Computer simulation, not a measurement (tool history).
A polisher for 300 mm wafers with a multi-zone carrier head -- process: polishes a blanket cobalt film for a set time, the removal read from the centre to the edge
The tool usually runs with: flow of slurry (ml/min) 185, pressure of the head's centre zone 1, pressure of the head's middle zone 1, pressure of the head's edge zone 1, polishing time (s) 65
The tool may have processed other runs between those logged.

| run | hour | flow of slurry (ml/min) | pressure of the head's centre zone | pressure of the head's middle zone | pressure of the head's edge zone | polishing time (s) | incoming thickness of the incoming film, nm | film removed at the wafer's centre (angstrom) | film removed at mid-radius (angstrom) | film removed at the wafer's edge (angstrom) |
|---|---|---|---|---|---|---|---|---|---|---|
| 1 | 0 | 185 | 1 | 1 | 0.93 | 65 | 1005.9 | 2931 | 2904 | 2859 |
|  | 3.3 | slurry nozzle cleaned |
| 2 | 86.6 | 185 | 1 | 1 | 0.93 | 65 | 1004.7 | 2938 | 2957 | 2829 |
| 3 | 178.2 | 185 | 1 | 1 | 1 | 65 | 1008.6 | 2864 | 2914 | 2905 |
|  | 296.1 | worn pad replaced by a new one |
| 4 | 370 | 185 | 1 | 1 | 1.04 | 65 | 1004.9 | 2845 | 2959 | 3014 |
| 5 | 409.8 | 185 | 1 | 1 | 1.04 | 65 | 1035.5 | 2782 | 2924 | 2921 |
|  | 428.7 | edge zone pressure recalibrated |
| 6 | 512.5 | 185 | 1 | 1 | 1.04 | 65 | 1012.3 | 2801 | 2918 | 3001 |
| 7 | 555.5 | 185 | 1 | 1 | 1 | 65 | 1023.4 | 2864 | 2874 | 2903 |
| 8 | 619.6 | 185 | 1 | 1 | 1 | 65 | 1011.6 | 2800 | 2972 | 2842 |
|  | 630.5 | carrier head's membrane replaced by a new one |
| 9 | 713.3 | 165 | 1.03 | 1 | 1 | 47 | 1007.5 | 2014 | 2095 | 2024 |
|  | 755.6 | slurry nozzle cleaned |
| 10 | 761.3 | 250 | 1 | 1 | 1.07 | 65 | 1017.7 | 2963 | 3050 | 3030 |
| 11 | 867.5 | 205 | 1 | 1 | 0.92 | 65 | 1021.9 | 2785 | 2940 | 2910 |
|  | 880.3 | worn pad replaced by a new one |
|  | 881.2 | edge zone pressure recalibrated |
| 12 | 956.7 | 140 | 1 | 1 | 0.9 | 65 | 1027 | 2580 | 2748 | 2718 |
| 13 | 1239.5 | 185 | 0.91 | 1.1 | 1.05 | 74 | 1018 | 2801 | 3532 | 3384 |
|  | 1274.1 | centre zone pressure recalibrated |
|  | 1321.4 | edge zone pressure recalibrated |
| 14 | 1321.9 | 185 | 1 | 1 | 1 | 74 | 1015.1 | 3357 | 3337 | 3327 |
| 15 | 1361.2 | 185 | 1 | 1.05 | 1 | 65 | 1021.7 | 2909 | 2963 | 2891 |
|  | 1405.5 | worn pad replaced by a new one |
| 16 | 1428.2 | 210 | 1 | 0.96 | 1 | 65 | 1030.2 | 2912 | 2847 | 3003 |
| 17 | 1515.4 | 185 | 1 | 1.11 | 1.11 | 59 | 1036.2 | 2608 | 2817 | 2735 |
| 18 | 1622.8 | 185 | 1 | 1 | 1 | 65 | 1015.5 | 2832 | 2888 | 2899 |
|  | 1651.2 | slurry nozzle cleaned |
| 19 | 1725.1 | 185 | 1 | 1.05 | 1 | 81 | 1015.3 | 3566 | 3771 | 3617 |
| 20 | 1794.2 | 185 | 1 | 1 | 1.04 | 65 | 1021.2 | 2822 | 2930 | 3009 |
|  | 1837.8 | edge zone pressure recalibrated |
| 21 | 1901 | 140 | 1 | 1 | 0.9 | 65 | 1028.6 | 2596 | 2739 | 2678 |

What if the next run were any one of these 5? Each begins from the tool's condition after run 21:
| A | 1901.4 | 185 | 1 | 1 | 1.08 | 65 | 1020.2 | ? | ? | ? |
| B | 1901.4 | 165 | 1 | 1.08 | 1 | 65 | 1020.2 | ? | ? | ? |
| C | 1901.4 | 165 | 0.9 | 1 | 1.03 | 65 | 1020.2 | ? | ? | ? |
| D | 1901.4 | 160 | 1.07 | 0.91 | 1.06 | 65 | 1020.2 | ? | ? | ? |
| E | 1901.4 | 185 | 1 | 1 | 1 | 57 | 1020.2 | ? | ? | ? |

| run | film removed at the wafer's centre (angstrom) | film removed at mid-radius (angstrom) | film removed at the wafer's edge (angstrom) |
|---|---|---|---|
| A | 2793 | 2827 | 2965 |
| B | 2729 | 2870 | 2837 |
| C | 2452 | 2770 | 2869 |
| D | 2900 | 2637 | 2889 |
| E | 2449 | 2479 | 2528 |
Take away the tool's hidden state, keep each run's random variation, and the runs would have read:
| run | film removed at the wafer's centre (angstrom) | film removed at mid-radius (angstrom) | film removed at the wafer's edge (angstrom) |
|---|---|---|---|
| A | 2943 | 2826 | 2965 |
| B | 2876 | 2870 | 2837 |
| C | 2585 | 2769 | 2869 |
| D | 3056 | 2636 | 2889 |
| E | 2581 | 2479 | 2528 |
